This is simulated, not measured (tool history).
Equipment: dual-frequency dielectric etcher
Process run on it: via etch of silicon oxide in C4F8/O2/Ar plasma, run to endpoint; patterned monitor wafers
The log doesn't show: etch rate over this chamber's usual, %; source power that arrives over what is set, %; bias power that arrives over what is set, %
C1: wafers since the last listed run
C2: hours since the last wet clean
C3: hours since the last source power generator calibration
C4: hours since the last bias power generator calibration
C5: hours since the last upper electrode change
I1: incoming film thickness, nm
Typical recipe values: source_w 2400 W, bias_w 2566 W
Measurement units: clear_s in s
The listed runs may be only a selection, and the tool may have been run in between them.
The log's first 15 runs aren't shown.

{"run": 16, "day": 14.825, "source_w": 2860, "bias_w": 3154, "C1": 45, "C2": 455.8, "C3": 20.7, "C4": 3865.7, "C5": 4027.3, "I1": 1169.1, "clear_s": 178.8}
{"run": 17, "day": 17.458, "source_w": 2580, "bias_w": 3176, "C1": 228, "C2": 519, "C3": 83.9, "C4": 3928.9, "C5": 4090.5, "I1": 1175.5, "clear_s": 189.9}
{"run": 18, "day": 18.071, "source_w": 1990, "bias_w": 2566, "C1": 53, "C2": 533.7, "C3": 98.6, "C4": 3943.6, "C5": 4105.2, "I1": 1177.4, "clear_s": 228}
{"run": 19, "day": 18.971, "source_w": 1970, "bias_w": 2907, "C1": 78, "C2": 555.3, "C3": 120.2, "C4": 3965.2, "C5": 4126.8, "I1": 1174.3, "clear_s": 220}
{"run": 20, "day": 19.583, "source_w": 2400, "bias_w": 2566, "C1": 53, "C2": 570, "C3": 134.9, "C4": 3979.9, "C5": 4141.5, "I1": 1173.2, "clear_s": 207.6}
{"run": 21, "day": 20.846, "source_w": 2400, "bias_w": 2566, "C1": 109, "C2": 600.3, "C3": 165.2, "C4": 4010.2, "C5": 4171.8, "I1": 1167.2, "clear_s": 204.7}
{"run": 22, "day": 21.742, "source_w": 1860, "bias_w": 1976, "C1": 77, "C2": 621.8, "C3": 186.7, "C4": 4031.7, "C5": 4193.3, "I1": 1178.2, "clear_s": 254}
{"day": 22.779, "done": "wet clean of the chamber"}
{"day": 23.067, "done": "upper electrode replaced"}
{"run": 23, "day": 23.088, "source_w": 2970, "bias_w": 2096, "C1": 5, "C2": 7.4, "C3": 219, "C4": 4064, "C5": 0.5, "I1": 1172.1, "clear_s": 207.4}
{"run": 24, "day": 23.225, "source_w": 2400, "bias_w": 2566, "C1": 11, "C2": 10.7, "C3": 222.3, "C4": 4067.3, "C5": 3.8, "I1": 1160.9, "clear_s": 215.8}
{"day": 24.488, "done": "bias power generator calibrated"}
{"run": 25, "day": 24.508, "source_w": 2400, "bias_w": 2566, "C1": 96, "C2": 41.5, "C3": 253.1, "C4": 0.5, "C5": 34.6, "I1": 1176.2, "clear_s": 217.5}
{"run": 26, "day": 25.429, "source_w": 2400, "bias_w": 2744, "C1": 79, "C2": 63.6, "C3": 275.2, "C4": 22.6, "C5": 56.7, "I1": 1174.1, "clear_s": 211.4}
{"run": 27, "day": 26.808, "source_w": 2670, "bias_w": 2852, "C1": 119, "C2": 96.7, "C3": 308.3, "C4": 55.7, "C5": 89.8, "I1": 1172.3, "clear_s": 199.4}
{"run": 28, "day": 27.642, "source_w": 2400, "bias_w": 2744, "C1": 72, "C2": 116.7, "C3": 328.3, "C4": 75.7, "C5": 109.8, "I1": 1172, "clear_s": 212.1}
{"run": 29, "day": 28.95, "source_w": 2120, "bias_w": 2566, "C1": 113, "C2": 148.1, "C3": 359.7, "C4": 107.1, "C5": 141.2, "I1": 1167.8, "clear_s": 227.2}
{"run": 30, "day": 29.629, "source_w": 2060, "bias_w": 2566, "C1": 58, "C2": 164.4, "C3": 376, "C4": 123.4, "C5": 157.5, "I1": 1176, "clear_s": 231.8}

For run 31, what comes out?
{"run": 31, "day": 30.617, "source_w": 2400, "bias_w": 2566, "C1": 85, "C2": 188.1, "C3": 399.7, "C4": 147.1, "C5": 181.2, "I1": 1175.3, "clear_s": "?"}

{"run 31": {"clear_s": 214.2}}
If the tool had no hidden condition, the same run with the same run-to-run variation would have returned clear_s 217.9 s.
